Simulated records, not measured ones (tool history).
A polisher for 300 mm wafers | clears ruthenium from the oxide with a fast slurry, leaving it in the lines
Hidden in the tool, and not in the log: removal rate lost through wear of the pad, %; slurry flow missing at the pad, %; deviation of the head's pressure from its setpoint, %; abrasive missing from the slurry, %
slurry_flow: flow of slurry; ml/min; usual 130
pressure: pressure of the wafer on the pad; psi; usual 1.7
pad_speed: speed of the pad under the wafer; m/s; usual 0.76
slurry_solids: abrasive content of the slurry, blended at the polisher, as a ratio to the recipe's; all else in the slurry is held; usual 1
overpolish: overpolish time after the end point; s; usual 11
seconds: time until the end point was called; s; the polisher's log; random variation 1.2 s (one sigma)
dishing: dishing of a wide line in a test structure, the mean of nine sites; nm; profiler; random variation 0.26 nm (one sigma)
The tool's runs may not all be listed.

run    hour  slurry_flow  pressure  pad_speed  slurry_solids  overpolish  wafers since the last listed run  wafers polished on this pad  hours since the slurry nozzle was cleaned  hours since the head pressure was calibrated  hours since the slurry blender was calibrated  incoming thickness of the incoming film, nm  seconds  dishing
  1       0          130       1.7       0.76              1          11                                 0                         5952                                      323.4                                         885.3                                          291.4                                        188.4      116     16.2
         29  -- head pressure recalibrated
  2    51.2          130       1.7       0.76            0.9          11                               633                         6585                                      374.6                                          22.2                                          342.6                                        184.7    104.1     17.4
       64.1  -- worn pad replaced by a new one
  3   117.4          130       1.7       0.76            0.9          11                               801                          686                                      440.8                                          88.4                                          408.8                                        183.1       98     18.3
  4     200          130       1.7       0.76            0.9          11                              1063                         1750                                      523.4                                           171                                          491.4                                        183.4    100.4     18.4
  5   304.1          110       1.7       0.68              1          11                              1340                         3090                                      627.5                                         275.1                                          595.5                                        183.5    114.2     15.7
      321.1  -- slurry blender recalibrated
  6     376          110       1.7       0.68              1          11                               900                         3991                                      699.4                                           347                                           54.9                                        185.4      118     15.6
  7   432.8          130       1.7       0.76              1          11                               731                         4722                                      756.2                                         403.8                                          111.7                                        187.3    105.6     17.2
      493.5  -- slurry nozzle cleaned
  8   516.1          130       1.7       0.76            1.1          16                              1060                         5782                                       22.6                                         487.1                                            195                                        185.5      105     24.2
  9   586.5          155       1.5       0.76            1.2          11                               906                         6689                                         93                                         557.5                                          265.4                                        186.8    117.7     15.8
 10   631.4          170       1.3       0.76           0.75           6                               578                         7267                                      137.9                                         602.4                                          310.3                                          182    152.5      6.9
      682.3  -- worn pad replaced by a new one
 11   697.9          130       1.7       0.76              1          11                               805                          201                                      204.4                                         668.9                                          376.8                                        181.5    105.1     16.9
      763.9  -- head pressure recalibrated
 12   899.1          130       1.7       0.76              1          11                              2565                         2767                                      405.6                                         135.2                                            578                                          186     92.7       19
      978.4  -- slurry blender recalibrated
 13   991.1          165       1.7       0.56            1.2           5                              1159                         3926                                      497.6                                         227.2                                           12.7                                        185.5    119.6      7.2
 14  1052.3          110       1.9       0.76              1          11                               788                         4714                                      558.8                                         288.4                                           73.9                                        185.8     90.7       20
 15  1195.4          155       1.5       0.76            1.2          11                              1843                         6557                                      701.9                                         431.5                                            217                                        184.3    107.1     16.4
 16  1254.4          130       1.7       0.66              1          11                               759                         7317                                      760.9                                         490.5                                            276                                          186      124       15
     1262.3  -- worn pad replaced by a new one
 17  1361.4          130       1.7       0.76              1          11                              1326                         1276                                      867.9                                         597.5                                            383                                        186.5     99.1     18.6
 18  1434.9          130       1.7       0.76              1          11                               946                         2223                                      941.4                                           671                                          456.5                                          188    101.8     17.8
     1456.5  -- head pressure recalibrated
     1502.5  -- slurry nozzle cleaned
 19  1513.6          130       1.3       0.76           0.85          11                               975                         3198                                       11.1                                          57.1                                          535.2                                        186.7    128.3     14.3
     1542.5  -- slurry blender recalibrated
 20  1590.4          130       1.7       0.76              1          11                               963                         4161                                       87.9                                         133.9                                           47.9                                          188    100.5     18.5
 21  1647.2           90       2.3       0.76              1          11                               731                         4893                                      144.7                                         190.7                                          104.7                                        184.4     77.3     22.1
 22  1729.2          130       1.7       0.76            0.9          11                              1056                         5949                                      226.7                                         272.7                                          186.7                                        185.9      105     17.2
 23  1790.1          130       1.2       0.76              1          11                               784                         6734                                      287.6                                         333.6                                          247.6                                        182.5    146.3     12.6
 24  1872.8          130       1.4       0.76              1           7                              1065                         7799                                      370.3                                         416.3                                          330.3                                        184.5    129.7      9.2
     1877.5  -- worn pad replaced by a new one
 25  1951.2          130       1.7       0.76              1          11                               958                          949                                      448.7                                         494.7                                          408.7                                        184.4    100.9     17.8
 26    2047          130       1.7          1              1          13                              1233                         2183                                      544.5                                         590.5                                          504.5                                          187     79.5     25.8
 27  2133.5          130       2.1       0.92              1          11                              1114                         3297                                        631                                           677                                            591                                        187.3     72.1       25

Forecast each of these 5 alternatives for the next run:
  A  2133.9          130       1.7       0.76              1          11                                 5                         3303                                      631.4                                         677.4                                          591.4                                        187.7        ?        ?
  B  2133.9          105       1.7       0.76              1          11                                 5                         3303                                      631.4                                         677.4                                          591.4                                        187.7        ?        ?
  C  2133.9          150       1.4       0.94              1          11                                 5                         3303                                      631.4                                         677.4                                          591.4                                        187.7        ?        ?
  D  2133.9          110       1.7       0.76              1          11                                 5                         3303                                      631.4                                         677.4                                          591.4                                        187.7        ?        ?
  E  2133.9          130       1.7       0.54              1          11                                 5                         3303                                      631.4                                         677.4                                          591.4                                        187.7        ?        ?

run  seconds  dishing
  A    106.6     17.1
  B    110.1     16.6
  C    102.6     17.7
  D    109.3     16.7
  E      150     12.4
Without the tool's hidden state the same runs would have given:
run  seconds  dishing
  A     94.6       19
  B     97.7     18.5
  C       91     19.7
  D       97     18.6
  E    133.1     13.9

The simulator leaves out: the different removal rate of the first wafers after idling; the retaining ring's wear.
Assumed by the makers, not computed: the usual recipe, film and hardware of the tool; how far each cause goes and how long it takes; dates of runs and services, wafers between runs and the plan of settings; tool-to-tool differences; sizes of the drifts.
